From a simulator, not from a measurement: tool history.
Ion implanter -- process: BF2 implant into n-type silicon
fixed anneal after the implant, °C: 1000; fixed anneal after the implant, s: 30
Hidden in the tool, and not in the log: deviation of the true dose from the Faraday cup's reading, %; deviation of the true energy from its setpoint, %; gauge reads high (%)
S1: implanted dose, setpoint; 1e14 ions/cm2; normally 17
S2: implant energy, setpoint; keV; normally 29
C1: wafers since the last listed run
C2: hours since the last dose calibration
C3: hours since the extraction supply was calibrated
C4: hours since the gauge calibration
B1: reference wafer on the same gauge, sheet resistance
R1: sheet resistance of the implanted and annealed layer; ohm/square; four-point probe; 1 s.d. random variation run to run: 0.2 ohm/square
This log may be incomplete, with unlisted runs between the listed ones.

run	day	S1	S2	C1	C2	C3	C4	B1	R1
1	0	18.93	22.5	0	505.7	5362.1	619.3	131.99	144.99
2	1.708	18.93	22.5	791	546.7	5403.1	660.3	132.01	145.04
3	4.283	18.93	22.5	1192	608.5	5464.9	722.1	132	144.89
4	6.779	17	29	1155	668.4	5524.8	782	132.04	131.39
5	9.012	17	29	1034	722	5578.4	835.6	131.96	131.68
6	11.8	17	29	1290	788.9	5645.3	902.5	132.04	131.27
7	13.446	17	26.5	762	828.4	5684.8	942	132.03	136.73
8	15.871	17	26.5	1123	886.6	5743	1000.2	132.02	136.67
9	17.196	20.84	23	613	918.4	5774.8	1032	132.02	141.64
# day 18.912: Faraday cup replaced and dose calibrated
10	19.888	20.84	23	1092	23.4	5839.4	1096.6	132.03	141.52
# day 21.208: extraction supply calibrated
11	22.225	20.84	23	928	79.5	24.4	1152.7	132.01	144.87
12	29.479	13.83	25	3359	253.6	198.5	1326.8	132.03	148.1
13	32.258	13.83	25	1287	320.3	265.2	1393.5	132.08	148.8
# day 32.604: gauge calibrated
14	34.25	15.13	29	922	368.1	313	39.5	132.06	136.95
15	36.658	15.13	29	1115	425.9	370.8	97.3	131.99	137.08
16	38.267	14.59	29	744	464.5	409.4	135.9	131.95	138.17
17	40.95	18.51	29	1242	528.9	473.8	200.3	132	132.88
18	43.275	17	29	1076	584.7	529.6	256.1	132.03	134.34
19	45.404	20.39	20	986	635.8	580.7	307.2	132.03	154.65
20	46.758	19.13	20	627	668.3	613.2	339.7	132.04	155.03
21	48.379	13.07	34.5	750	707.2	652.1	378.6	131.99	132.7
22	49.871	14.74	22.5	690	743	687.9	414.4	132.02	153.64
23	51.046	14.59	29	544	771.2	716.1	442.6	131.99	137.87
24	52.646	13.89	22.5	740	809.6	754.5	481	131.98	155.23
25	53.654	17	22.5	466	833.8	778.7	505.2	132.01	149.81
# day 56.392: Faraday cup replaced and dose calibrated
26	58.717	20.72	33.5	2190	55.8	900.2	626.7	131.98	122.19
27	61.6	15.69	29	1335	125	969.4	695.9	132.01	135.12
28	64.438	14.32	26.5	1314	193.1	1037.5	764	132.06	143.38
29	67.129	19.15	22.5	1246	257.7	1102.1	828.6	132	147.55
30	69.254	17	29	984	308.7	1153.1	879.6	132	134.36
31	70.475	14.94	37.5	565	338	1182.4	908.9	132.05	122.94
32	72.254	19.04	34.5	823	380.7	1225.1	951.6	132.03	122.17
33	73.742	12.21	21	688	416.4	1260.8	987.3	132.01	164.51
34	76.254	15.41	25.5	1163	476.7	1321.1	1047.6	131.96	143.98
35	78.433	21.07	23	1009	529	1373.4	1099.9	132.01	144.91
36	80.246	17	29	839	572.5	1416.9	1143.4	132	134.39
37	81.512	21.81	22	586	602.9	1447.3	1173.8	131.98	147.72

Each row is a separate what-if for the run after 37, all from the same tool condition, not one after another. Results?
A	81.529	17	29	7	603.3	1447.7	1174.2	?	?
B	81.529	21.99	29	7	603.3	1447.7	1174.2	?	?
C	81.529	19.87	19.5	7	603.3	1447.7	1174.2	?	?
D	81.529	12.13	25.5	7	603.3	1447.7	1174.2	?	?

run	B1	R1
A	132.01	134.13
B	132.01	130.31
C	132.01	155.93
D	132.01	152.96
What these runs would have given with no unlogged condition in the tool:
run	R1
A	133.12
B	129.76
C	155.22
D	150.73

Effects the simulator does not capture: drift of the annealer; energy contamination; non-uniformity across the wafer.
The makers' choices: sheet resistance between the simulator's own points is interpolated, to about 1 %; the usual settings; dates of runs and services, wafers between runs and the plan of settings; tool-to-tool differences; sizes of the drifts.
